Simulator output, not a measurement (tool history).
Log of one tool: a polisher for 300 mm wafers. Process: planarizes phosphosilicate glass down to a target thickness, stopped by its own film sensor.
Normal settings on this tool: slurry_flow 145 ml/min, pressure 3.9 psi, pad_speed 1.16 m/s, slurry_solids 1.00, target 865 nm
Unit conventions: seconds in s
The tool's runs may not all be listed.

run,hour,slurry_flow,pressure,pad_speed,slurry_solids,target,wafers since the last listed run,wafers polished on this pad,hours since the slurry nozzle was cleaned,hours since the head pressure was calibrated,hours since the slurry blender was calibrated,hours since the conditioning disc was replaced,"incoming thickness of the incoming film, nm",seconds
1,0.0,145,3.9,1.16,1.00,865,0,386,314.5,636.0,274.6,391.1,2147.7,109.4
2,30.1,145,3.9,1.16,1.00,865,309,696,344.6,666.1,304.7,421.2,2087.3,110.3
# hour 54.0: conditioning disc replaced and pad reconditioned
3,60.9,145,3.9,1.16,1.00,865,296,992,375.4,696.9,335.5,6.9,2099.7,108.4
# hour 66.4: head pressure recalibrated
# hour 84.6: slurry blender recalibrated
4,87.0,145,3.9,1.16,1.00,1170,227,1219,401.5,20.6,2.4,33.0,2147.7,87.8
5,119.2,145,3.9,1.16,1.00,1170,331,1550,433.7,52.8,34.6,65.2,2083.9,84.9
6,135.0,145,3.9,1.16,1.00,1170,162,1712,449.5,68.6,50.4,81.0,2074.4,84.4
# hour 139.8: worn pad replaced by a new one
7,152.5,125,4.3,0.76,1.00,1159,138,130,467.0,86.1,67.9,98.5,2090.5,88.5
8,177.9,145,4.7,0.86,1.20,865,261,391,492.4,111.5,93.3,123.9,2095.6,96.2
9,213.0,145,3.9,1.16,1.00,865,360,752,527.5,146.6,128.4,159.0,2139.6,115.6
10,226.1,105,3.9,0.92,1.00,865,134,887,540.6,159.7,141.5,172.1,2100.3,134.9
# hour 241.5: slurry nozzle cleaned
11,278.4,175,3.5,0.78,1.20,865,527,1414,36.9,212.0,193.8,224.4,2102.5,143.9
12,292.6,145,3.9,1.16,1.00,865,145,1560,51.1,226.2,208.0,238.6,2132.5,116.5
13,315.1,145,3.9,1.54,1.00,865,231,1792,73.6,248.7,230.5,261.1,2117.0,96.0
# hour 336.1: worn pad replaced by a new one
14,348.2,165,3.9,1.16,1.00,865,299,124,106.7,281.8,263.6,294.2,2149.0,103.9
# hour 366.3: slurry blender recalibrated
15,427.2,145,3.9,1.48,1.00,865,791,916,185.7,360.8,60.9,373.2,2120.3,97.6
16,454.3,145,3.9,1.16,1.15,1086,278,1194,212.8,387.9,88.0,400.3,2093.9,89.0
17,478.0,115,5.0,1.16,1.00,865,243,1438,236.5,411.6,111.7,424.0,2113.7,96.3
18,494.1,145,3.9,1.16,1.00,865,165,1604,252.6,427.7,127.8,440.1,2116.2,119.4
# hour 508.2: conditioning disc replaced and pad reconditioned
19,517.1,145,3.9,1.16,1.00,865,215,1819,275.6,450.7,150.8,8.9,2108.1,118.1
20,533.2,145,2.6,1.16,1.00,699,165,1985,291.7,466.8,166.9,25.0,2065.8,190.4
21,549.9,195,3.9,1.40,1.00,865,171,2157,308.4,483.5,183.6,41.7,2105.6,98.1
# hour 565.3: worn pad replaced by a new one
22,575.6,175,3.5,0.78,1.20,865,223,106,334.1,509.2,209.3,67.4,2093.6,127.3
23,611.4,145,3.9,1.16,1.00,865,368,474,369.9,545.0,245.1,103.2,2114.6,108.3
24,629.2,145,3.9,1.16,1.00,865,183,657,387.7,562.8,262.9,121.0,2127.0,107.2
25,660.2,145,3.9,0.78,1.00,865,318,976,418.7,593.8,293.9,152.0,2104.3,136.3
26,681.6,145,3.9,1.16,1.00,865,220,1196,440.1,615.2,315.3,173.4,2121.9,115.4

For each run, what was the tool's unlogged condition?
slurry flow missing at the pad, %: 0 on each run
deviation of the head's pressure from its setpoint, %: 0 on each run
abrasive missing from the slurry, %: 0 on each run
time polished since the conditioner stopped cutting, s: 0 on each run
H1: removal rate lost through wear of the pad, %
run,H1
1,7.03
2,10.1
3,12.1
4,13.1
5,14
6,14.3
7,2.87
8,6.72
9,10.1
10,11
11,13.2
12,13.6
13,14
14,4.84
15,13.4
16,14.6
17,15.4
18,15.7
19,16.2
20,16.4
21,16.5
22,3.08
23,8.32
24,10
25,12.1
26,13.1
